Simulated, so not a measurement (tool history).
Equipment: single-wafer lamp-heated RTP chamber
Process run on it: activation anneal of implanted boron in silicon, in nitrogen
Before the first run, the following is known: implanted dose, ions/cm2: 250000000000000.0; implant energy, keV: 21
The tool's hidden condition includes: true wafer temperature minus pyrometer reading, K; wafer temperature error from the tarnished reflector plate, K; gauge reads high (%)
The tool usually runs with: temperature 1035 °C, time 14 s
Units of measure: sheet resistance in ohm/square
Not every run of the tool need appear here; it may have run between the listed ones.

| run | hour | temperature | time | wafers since the last listed run | wafers since the last pyrometer calibration | wafers since the reflector plate was cleaned | hours since the gauge calibration | read-back reference wafer on the same gauge, sheet resistance | sheet resistance |
|---|---|---|---|---|---|---|---|---|---|
| 1 | 0 | 1035 | 14 | 0 | 427 | 7637 | 535.1 | 374.11 | 364.15 |
| 2 | 32.3 | 1035 | 14 | 537 | 964 | 8175 | 567.4 | 373.94 | 363.53 |
| 3 | 67.4 | 1035 | 12 | 584 | 1549 | 8760 | 602.5 | 374.26 | 363.59 |
|  | 96.3 | pyrometer window cleaned and pyrometer calibrated |
| 4 | 96.8 | 1035 | 14 | 356 | 8 | 9116 | 631.9 | 374.27 | 364.36 |
| 5 | 105.2 | 1035 | 14 | 139 | 148 | 9256 | 640.3 | 374.11 | 363.33 |
| 6 | 134.2 | 1035 | 14 | 482 | 631 | 9739 | 669.3 | 374.4 | 364.12 |
| 7 | 169.3 | 1035 | 14 | 584 | 1215 | 10323 | 704.4 | 374.34 | 364.88 |
|  | 195.9 | gauge calibrated |
| 8 | 198.3 | 1035 | 14 | 482 | 1698 | 10806 | 2.4 | 368.94 | 357.92 |
|  | 223.6 | pyrometer window cleaned and pyrometer calibrated |
| 9 | 224.1 | 1027 | 14 | 296 | 8 | 11103 | 28.2 | 369.31 | 359.91 |
|  | 233.3 | reflector plate cleaned |
| 10 | 251.2 | 1027 | 14 | 318 | 326 | 298 | 55.3 | 369.94 | 360.66 |
| 11 | 277.9 | 1027 | 14 | 444 | 771 | 742 | 82 | 370.41 | 360.88 |
| 12 | 298 | 1012 | 18 | 334 | 1105 | 1077 | 102.1 | 370.62 | 362.57 |
| 13 | 321.1 | 1017 | 21 | 384 | 1490 | 1462 | 125.2 | 370.92 | 361.7 |
|  | 340.2 | pyrometer window cleaned and pyrometer calibrated |
| 14 | 340.7 | 1035 | 22 | 193 | 8 | 1655 | 144.8 | 371.17 | 359 |
| 15 | 362.2 | 1027 | 19 | 358 | 366 | 2013 | 166.3 | 371.54 | 361.36 |
| 16 | 386.1 | 1050 | 17 | 398 | 764 | 2411 | 190.2 | 371.47 | 360.3 |
| 17 | 412.4 | 1035 | 14 | 437 | 1202 | 2849 | 216.5 | 372 | 362 |
| 18 | 443.3 | 1035 | 14 | 514 | 1716 | 3363 | 247.4 | 372.05 | 362.14 |
|  | 468.9 | pyrometer window cleaned and pyrometer calibrated |
| 19 | 469.4 | 1035 | 19 | 301 | 8 | 3665 | 273.5 | 372.34 | 361.4 |
| 20 | 500 | 1035 | 14 | 509 | 518 | 4174 | 304.1 | 372.24 | 362.59 |
| 21 | 577 | 1024 | 20 | 1282 | 1800 | 5457 | 381.1 | 372.82 | 362.97 |
|  | 606 | pyrometer window cleaned and pyrometer calibrated |
| 22 | 609.9 | 1035 | 14 | 414 | 65 | 5871 | 414 | 372.87 | 362.52 |

Branching from run 22: 5 alternative next runs. What would each branch give?
| A | 610.3 | 1035 | 14 | 6 | 71 | 5878 | 414.4 | ? | ? |
| B | 610.3 | 1057 | 14 | 6 | 71 | 5878 | 414.4 | ? | ? |
| C | 610.3 | 1045 | 19 | 6 | 71 | 5878 | 414.4 | ? | ? |
| D | 610.3 | 1064 | 11 | 6 | 71 | 5878 | 414.4 | ? | ? |
| E | 610.3 | 1016 | 8 | 6 | 71 | 5878 | 414.4 | ? | ? |

| run | read-back reference wafer on the same gauge, sheet resistance | sheet resistance |
|---|---|---|
| A | 372.9 | 361.92 |
| B | 372.9 | 361.2 |
| C | 372.9 | 360.98 |
| D | 372.9 | 361.46 |
| E | 372.9 | 365.13 |
Had the tool no hidden state, the same runs would have come out as:
| run | sheet resistance |
|---|---|
| A | 358.04 |
| B | 357.33 |
| C | 357.12 |
| D | 357.59 |
| E | 361.22 |
